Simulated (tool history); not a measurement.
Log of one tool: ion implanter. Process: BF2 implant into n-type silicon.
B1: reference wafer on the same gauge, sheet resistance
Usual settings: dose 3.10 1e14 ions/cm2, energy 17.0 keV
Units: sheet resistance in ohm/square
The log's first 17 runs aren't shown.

run 18 hour=811.0 | dose=3.10 energy=17.0 | B1=352.16 | sheet_resistance=358.03
-- hour=822.6 extraction supply calibrated
run 19 hour=876.8 | dose=3.10 energy=17.0 | B1=352.00 | sheet_resistance=355.77
run 20 hour=981.6 | dose=3.10 energy=17.0 | B1=351.80 | sheet_resistance=362.17
run 21 hour=1149.1 | dose=2.59 energy=12.5 | B1=352.47 | sheet_resistance=432.43
-- hour=1173.6 Faraday cup replaced and dose calibrated
run 22 hour=1189.3 | dose=3.10 energy=11.5 | B1=351.70 | sheet_resistance=401.71
run 23 hour=1216.8 | dose=3.10 energy=17.0 | B1=350.68 | sheet_resistance=370.23
run 24 hour=1281.2 | dose=3.86 energy=13.0 | B1=351.94 | sheet_resistance=332.44
run 25 hour=1344.3 | dose=3.80 energy=19.5 | B1=352.21 | sheet_resistance=308.17
run 26 hour=1411.0 | dose=3.10 energy=17.0 | B1=351.80 | sheet_resistance=366.10
run 27 hour=1435.5 | dose=3.57 energy=13.5 | B1=352.48 | sheet_resistance=341.91
run 28 hour=1493.4 | dose=2.80 energy=21.5 | B1=352.06 | sheet_resistance=385.79
run 29 hour=1525.0 | dose=2.76 energy=21.5 | B1=352.61 | sheet_resistance=387.53
run 30 hour=1574.4 | dose=3.10 energy=14.0 | B1=351.38 | sheet_resistance=375.74
run 31 hour=1623.3 | dose=3.90 energy=15.0 | B1=352.21 | sheet_resistance=317.43
run 32 hour=1666.6 | dose=3.75 energy=14.5 | B1=353.18 | sheet_resistance=330.32

Run 33 comes next. What will it give?
run 33 hour=1723.3 | dose=3.10 energy=17.0 | B1=? | sheet_resistance=?

{"run 33": {"B1": 352.7, "sheet resistance": 363.57}}
Without the tool's hidden state the same run would have given sheet resistance 369.27 ohm/square.

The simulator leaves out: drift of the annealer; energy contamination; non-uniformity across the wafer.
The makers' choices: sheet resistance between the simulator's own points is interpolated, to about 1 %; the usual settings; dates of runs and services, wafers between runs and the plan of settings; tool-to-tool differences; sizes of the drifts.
